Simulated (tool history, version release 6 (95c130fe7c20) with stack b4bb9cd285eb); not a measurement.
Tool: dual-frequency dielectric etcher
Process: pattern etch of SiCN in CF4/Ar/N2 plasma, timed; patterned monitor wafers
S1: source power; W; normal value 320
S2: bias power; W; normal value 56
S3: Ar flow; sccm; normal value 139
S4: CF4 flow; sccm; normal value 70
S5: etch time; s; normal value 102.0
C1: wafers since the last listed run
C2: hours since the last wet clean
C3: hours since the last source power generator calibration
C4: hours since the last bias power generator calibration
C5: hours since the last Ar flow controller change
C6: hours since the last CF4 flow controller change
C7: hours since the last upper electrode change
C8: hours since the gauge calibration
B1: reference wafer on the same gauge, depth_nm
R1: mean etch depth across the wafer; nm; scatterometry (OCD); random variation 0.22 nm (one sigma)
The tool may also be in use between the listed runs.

run,hour,S1,S2,S3,S4,S5,C1,C2,C3,C4,C5,C6,C7,C8,B1,R1
1,0.0,320,56,139,70,102.0,0,324.0,1740.6,27.0,65.8,6402.0,2464.9,7.9,46.9,51.2
2,29.2,280,45,139,70,102.0,349,353.2,1769.8,56.2,95.0,6431.2,2494.1,37.1,46.9,43.2
3,63.3,280,45,139,70,102.0,408,387.3,1803.9,90.3,129.1,6465.3,2528.2,71.2,47.0,43.7
# hour 73.4: CF4 flow controller replaced
4,88.6,280,45,139,70,102.0,231,412.6,1829.2,115.6,154.4,15.2,2553.5,96.5,47.1,43.7
5,124.2,320,56,139,70,102.0,426,448.2,1864.8,151.2,190.0,50.8,2589.1,132.1,47.2,51.6
6,145.0,320,56,139,70,102.0,249,469.0,1885.6,172.0,210.8,71.6,2609.9,152.9,47.1,51.7
7,161.9,400,64,139,70,119.5,202,485.9,1902.5,188.9,227.7,88.5,2626.8,169.8,47.2,75.5
8,177.8,360,45,160,70,112.5,190,501.8,1918.4,204.8,243.6,104.4,2642.7,185.7,47.2,57.8
# hour 221.2: wet clean of the chamber
# hour 239.3: upper electrode replaced
9,239.8,350,56,129,59,90.5,238,18.6,1980.4,266.8,305.6,166.4,0.5,247.7,47.3,48.7
10,240.1,320,56,139,55,113.0,3,18.9,1980.7,267.1,305.9,166.7,0.8,248.0,47.3,55.8
11,240.5,320,47,168,70,102.0,4,19.3,1981.1,267.5,306.3,167.1,1.2,248.4,47.3,48.3
# hour 255.7: source power generator calibrated
12,264.2,320,56,139,70,102.0,236,43.0,8.5,291.2,330.0,190.8,24.9,272.1,47.4,51.6
13,300.1,320,56,139,70,102.0,430,78.9,44.4,327.1,365.9,226.7,60.8,308.0,47.4,52.0
14,333.1,320,64,139,57,102.0,395,111.9,77.4,360.1,398.9,259.7,93.8,341.0,47.5,53.3
15,353.5,320,50,139,70,75.0,244,132.3,97.8,380.5,419.3,280.1,114.2,361.4,47.6,36.7
16,371.4,320,56,139,70,102.0,214,150.2,115.7,398.4,437.2,298.0,132.1,379.3,47.5,51.9
17,386.2,260,62,139,70,116.5,177,165.0,130.5,413.2,452.0,312.8,146.9,394.1,47.6,52.4
18,421.2,320,56,139,70,102.0,419,200.0,165.5,448.2,487.0,347.8,181.9,429.1,47.6,51.9
19,439.7,380,61,139,53,102.0,221,218.5,184.0,466.7,505.5,366.3,200.4,447.6,47.7,59.4
20,453.5,320,60,139,76,111.0,165,232.3,197.8,480.5,519.3,380.1,214.2,461.4,47.8,58.4

Some steps in R1, run to run, broken into two amounts with sign: the step expected even without the hidden condition (settings, incoming material, random variation), and the rest, left for the hidden condition together with whatever gauge scatter is not in both the measured and the hidden-condition-free result:
Hidden state present: etch rate over this chamber's usual, %; source power that arrives over what is set, %; bias power that arrives over what is set, %; Ar flow that arrives over what is set, %; CF4 flow that arrives over what is set, %; gauge reads high (%).
Run 6 -> 7: S1 320 -> 400, S2 56 -> 64, S5 102.0 -> 119.5. R1 +23.8 nm: hidden state +0.2, all else +23.6.
Run 7 -> 8: S1 400 -> 360, S2 64 -> 45, S3 139 -> 160, S5 119.5 -> 112.5. R1 -17.7 nm: hidden state -0.2, all else -17.5.
